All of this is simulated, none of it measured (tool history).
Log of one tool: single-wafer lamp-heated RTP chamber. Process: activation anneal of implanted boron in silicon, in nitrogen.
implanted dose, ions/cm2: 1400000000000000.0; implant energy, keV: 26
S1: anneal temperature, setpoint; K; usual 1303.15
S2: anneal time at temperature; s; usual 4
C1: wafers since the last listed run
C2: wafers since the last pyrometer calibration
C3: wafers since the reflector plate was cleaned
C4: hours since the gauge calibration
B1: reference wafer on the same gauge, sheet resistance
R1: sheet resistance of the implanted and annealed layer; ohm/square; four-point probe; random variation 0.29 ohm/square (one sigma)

{"run": 1, "hour": 0.0, "S1": 1286.15, "S2": 5, "C1": 0, "C2": 796, "C3": 8884, "C4": 157.3, "B1": 96.54, "R1": 87.83}
{"hour": 9.6, "done": "gauge calibrated"}
{"run": 2, "hour": 17.4, "S1": 1286.15, "S2": 5, "C1": 310, "C2": 1107, "C3": 9195, "C4": 7.8, "B1": 96.54, "R1": 87.16}
{"run": 3, "hour": 48.7, "S1": 1286.15, "S2": 5, "C1": 558, "C2": 1665, "C3": 9753, "C4": 39.1, "B1": 96.54, "R1": 86.37}
{"run": 4, "hour": 80.4, "S1": 1314.15, "S2": 4, "C1": 565, "C2": 2231, "C3": 10319, "C4": 70.8, "B1": 96.54, "R1": 83.92}
{"hour": 104.6, "done": "pyrometer window cleaned and pyrometer calibrated"}
{"run": 5, "hour": 105.5, "S1": 1314.15, "S2": 4, "C1": 305, "C2": 16, "C3": 10624, "C4": 95.9, "B1": 96.46, "R1": 84.58}
{"hour": 132.1, "done": "reflector plate cleaned"}
{"run": 6, "hour": 132.6, "S1": 1314.15, "S2": 4, "C1": 340, "C2": 357, "C3": 9, "C4": 123.0, "B1": 96.43, "R1": 83.87}
{"run": 7, "hour": 154.1, "S1": 1303.15, "S2": 4, "C1": 383, "C2": 741, "C3": 393, "C4": 144.5, "B1": 96.46, "R1": 85.07}
{"run": 8, "hour": 170.1, "S1": 1303.15, "S2": 4, "C1": 285, "C2": 1026, "C3": 678, "C4": 160.5, "B1": 96.48, "R1": 85.35}
{"run": 9, "hour": 191.4, "S1": 1303.15, "S2": 4, "C1": 380, "C2": 1406, "C3": 1059, "C4": 181.8, "B1": 96.51, "R1": 84.64}
{"hour": 206.3, "done": "gauge calibrated"}
{"run": 10, "hour": 208.2, "S1": 1303.15, "S2": 3, "C1": 299, "C2": 1706, "C3": 1358, "C4": 1.9, "B1": 96.5, "R1": 84.79}
{"run": 11, "hour": 231.3, "S1": 1330.15, "S2": 3, "C1": 412, "C2": 2118, "C3": 1771, "C4": 25.0, "B1": 96.49, "R1": 82.89}
{"hour": 255.4, "done": "pyrometer window cleaned and pyrometer calibrated"}
{"run": 12, "hour": 255.9, "S1": 1332.15, "S2": 3, "C1": 296, "C2": 8, "C3": 2067, "C4": 49.6, "B1": 96.45, "R1": 83.52}
{"run": 13, "hour": 268.8, "S1": 1331.15, "S2": 4, "C1": 230, "C2": 238, "C3": 2297, "C4": 62.5, "B1": 96.43, "R1": 83.17}
{"run": 14, "hour": 303.1, "S1": 1322.15, "S2": 5, "C1": 612, "C2": 850, "C3": 2909, "C4": 96.8, "B1": 96.59, "R1": 83.16}
{"run": 15, "hour": 322.8, "S1": 1283.15, "S2": 6, "C1": 351, "C2": 1202, "C3": 3261, "C4": 116.5, "B1": 96.52, "R1": 86.81}
{"run": 16, "hour": 338.0, "S1": 1303.15, "S2": 4, "C1": 271, "C2": 1473, "C3": 3532, "C4": 131.7, "B1": 96.41, "R1": 84.73}
{"run": 17, "hour": 362.2, "S1": 1303.15, "S2": 4, "C1": 431, "C2": 1905, "C3": 3964, "C4": 155.9, "B1": 96.46, "R1": 84.61}
{"hour": 374.2, "done": "pyrometer window cleaned and pyrometer calibrated"}
{"run": 18, "hour": 380.8, "S1": 1311.15, "S2": 5, "C1": 189, "C2": 118, "C3": 4153, "C4": 174.5, "B1": 96.5, "R1": 84.3}

What the log doesn't show, run by run:
wafer temperature error from the tarnished reflector plate, K: 0 in every run
gauge reads high (%): 0 in every run
H1: true wafer temperature minus pyrometer reading, K
run=1 H1=8.32
run=2 H1=9.64
run=3 H1=11
run=4 H1=11.7
run=5 H1=1.51
run=6 H1=6.55
run=7 H1=8.83
run=8 H1=9.93
run=9 H1=10.9
run=10 H1=11.4
run=11 H1=11.8
run=12 H1=0.386
run=13 H1=3.2
run=14 H1=7.66
run=15 H1=9.02
run=16 H1=9.72
run=17 H1=10.4
run=18 H1=2.42
